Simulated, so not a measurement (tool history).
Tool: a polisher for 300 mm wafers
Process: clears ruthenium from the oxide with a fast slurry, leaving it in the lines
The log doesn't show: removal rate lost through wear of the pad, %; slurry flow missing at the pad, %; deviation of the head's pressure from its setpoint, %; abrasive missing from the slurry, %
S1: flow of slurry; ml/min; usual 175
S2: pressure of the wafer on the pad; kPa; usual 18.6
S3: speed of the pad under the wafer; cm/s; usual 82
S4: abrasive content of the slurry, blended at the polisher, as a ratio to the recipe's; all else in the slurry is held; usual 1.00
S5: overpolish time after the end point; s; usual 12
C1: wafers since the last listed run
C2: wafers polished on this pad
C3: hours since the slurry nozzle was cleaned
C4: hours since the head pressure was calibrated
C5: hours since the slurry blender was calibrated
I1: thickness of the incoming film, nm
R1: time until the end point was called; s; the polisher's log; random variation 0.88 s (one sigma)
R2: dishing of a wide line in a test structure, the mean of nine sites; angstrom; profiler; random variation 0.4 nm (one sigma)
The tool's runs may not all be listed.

| run | day | S1 | S2 | S3 | S4 | S5 | C1 | C2 | C3 | C4 | C5 | I1 | R1 | R2 |
|---|---|---|---|---|---|---|---|---|---|---|---|---|---|---|
| 1 | 0.000 | 175 | 18.6 | 82 | 1.00 | 12 | 0 | 35 | 197.7 | 1443.4 | 405.0 | 211.9 | 58.5 | 366 |
| 2 | 0.712 | 175 | 18.6 | 82 | 1.00 | 12 | 123 | 159 | 214.8 | 1460.5 | 422.1 | 209.3 | 63.2 | 356 |
| 3 | 1.050 | 175 | 18.6 | 82 | 1.00 | 12 | 58 | 217 | 222.9 | 1468.6 | 430.2 | 211.0 | 63.4 | 355 |
|  | 1.321 | head pressure recalibrated |
|  | 1.571 | slurry blender recalibrated |
| 4 | 1.712 | 175 | 18.6 | 82 | 1.00 | 12 | 86 | 304 | 238.8 | 9.4 | 3.4 | 211.6 | 66.4 | 345 |
| 5 | 2.458 | 175 | 18.6 | 82 | 1.00 | 12 | 129 | 433 | 256.7 | 27.3 | 21.3 | 212.9 | 66.8 | 332 |
| 6 | 2.925 | 175 | 18.6 | 82 | 1.00 | 12 | 81 | 515 | 267.9 | 38.5 | 32.5 | 212.0 | 66.5 | 331 |
| 7 | 3.312 | 175 | 18.6 | 82 | 1.00 | 12 | 67 | 582 | 277.2 | 47.8 | 41.8 | 211.6 | 68.4 | 334 |
|  | 3.925 | worn pad replaced by a new one |
| 8 | 4.142 | 175 | 22.1 | 82 | 1.00 | 12 | 115 | 37 | 297.1 | 67.7 | 61.7 | 213.8 | 52.8 | 413 |
| 9 | 4.408 | 175 | 18.6 | 82 | 1.20 | 12 | 46 | 83 | 303.5 | 74.1 | 68.1 | 209.4 | 53.7 | 389 |
| 10 | 4.958 | 130 | 13.1 | 82 | 1.00 | 12 | 95 | 179 | 316.7 | 87.3 | 81.3 | 209.8 | 91.2 | 243 |
| 11 | 5.533 | 175 | 18.6 | 82 | 1.00 | 12 | 100 | 279 | 330.5 | 101.1 | 95.1 | 210.3 | 65.0 | 338 |
| 12 | 5.975 | 175 | 18.6 | 64 | 0.90 | 12 | 76 | 356 | 341.1 | 111.7 | 105.7 | 212.9 | 88.5 | 248 |
|  | 6.033 | slurry nozzle cleaned |
| 13 | 6.575 | 215 | 18.6 | 98 | 1.10 | 16 | 97 | 453 | 13.0 | 126.1 | 120.1 | 209.7 | 51.4 | 541 |
| 14 | 6.958 | 130 | 18.6 | 66 | 1.00 | 12 | 66 | 520 | 22.2 | 135.3 | 129.3 | 210.4 | 83.8 | 259 |
| 15 | 7.454 | 145 | 18.6 | 82 | 1.10 | 12 | 86 | 606 | 34.1 | 147.2 | 141.2 | 209.6 | 65.5 | 338 |
| 16 | 8.154 | 220 | 18.6 | 82 | 1.00 | 12 | 121 | 728 | 50.9 | 164.0 | 158.0 | 210.8 | 65.6 | 338 |
| 17 | 8.783 | 175 | 12.4 | 82 | 1.00 | 9 | 109 | 837 | 66.0 | 179.1 | 173.1 | 210.5 | 99.7 | 177 |
|  | 9.288 | worn pad replaced by a new one |
| 18 | 9.383 | 190 | 18.6 | 90 | 1.00 | 15 | 75 | 16 | 80.4 | 193.5 | 187.5 | 210.4 | 53.6 | 488 |
| 19 | 9.904 | 175 | 18.6 | 82 | 1.00 | 12 | 90 | 107 | 92.9 | 206.0 | 200.0 | 209.6 | 60.7 | 358 |
| 20 | 10.596 | 175 | 20.7 | 82 | 1.00 | 12 | 120 | 227 | 109.5 | 222.6 | 216.6 | 210.4 | 55.6 | 379 |
| 21 | 11.067 | 175 | 18.6 | 82 | 1.00 | 12 | 81 | 309 | 120.8 | 233.9 | 227.9 | 209.2 | 65.5 | 334 |
| 22 | 11.538 | 175 | 18.6 | 82 | 1.00 | 12 | 81 | 391 | 132.1 | 245.2 | 239.2 | 209.9 | 64.8 | 333 |
| 23 | 12.125 | 215 | 15.9 | 82 | 0.80 | 12 | 102 | 494 | 146.2 | 259.3 | 253.3 | 211.4 | 90.4 | 254 |
| 24 | 12.612 | 175 | 18.6 | 82 | 0.80 | 12 | 84 | 578 | 157.9 | 271.0 | 265.0 | 213.0 | 80.9 | 279 |
| 25 | 13.288 | 175 | 18.6 | 66 | 1.00 | 12 | 117 | 696 | 174.1 | 287.2 | 281.2 | 206.8 | 79.6 | 273 |
| 26 | 14.008 | 120 | 15.2 | 96 | 0.85 | 12 | 125 | 821 | 191.4 | 304.5 | 298.5 | 208.8 | 82.8 | 266 |
|  | 14.179 | worn pad replaced by a new one |
| 27 | 14.642 | 160 | 22.8 | 82 | 0.85 | 7 | 81 | 80 | 206.6 | 319.7 | 313.7 | 213.4 | 58.7 | 231 |
| 28 | 15.088 | 175 | 18.6 | 96 | 1.00 | 10 | 77 | 157 | 217.3 | 330.4 | 324.4 | 212.5 | 54.6 | 343 |
| 29 | 15.504 | 175 | 18.6 | 82 | 1.00 | 12 | 72 | 230 | 227.3 | 340.4 | 334.4 | 212.9 | 64.2 | 343 |

4 ways to go on from here, each from the tool as it stands after run 29. What would each give?
| A | 15.525 | 175 | 18.6 | 100 | 1.00 | 12 | 3 | 233 | 227.8 | 340.9 | 334.9 | 209.1 | ? | ? |
| B | 15.525 | 210 | 23.4 | 82 | 1.00 | 18 | 3 | 233 | 227.8 | 340.9 | 334.9 | 209.1 | ? | ? |
| C | 15.525 | 175 | 18.6 | 64 | 1.00 | 17 | 3 | 233 | 227.8 | 340.9 | 334.9 | 209.1 | ? | ? |
| D | 15.525 | 175 | 18.6 | 82 | 0.70 | 12 | 3 | 233 | 227.8 | 340.9 | 334.9 | 209.1 | ? | ? |

| run | R1 | R2 |
|---|---|---|
| A | 52.4 | 406 |
| B | 49.4 | 610 |
| C | 78.1 | 387 |
| D | 85.7 | 257 |
Without the tool's hidden state the same runs would have given:
| run | R1 | R2 |
|---|---|---|
| A | 48.6 | 434 |
| B | 45.9 | 650 |
| C | 72.5 | 414 |
| D | 79.5 | 276 |
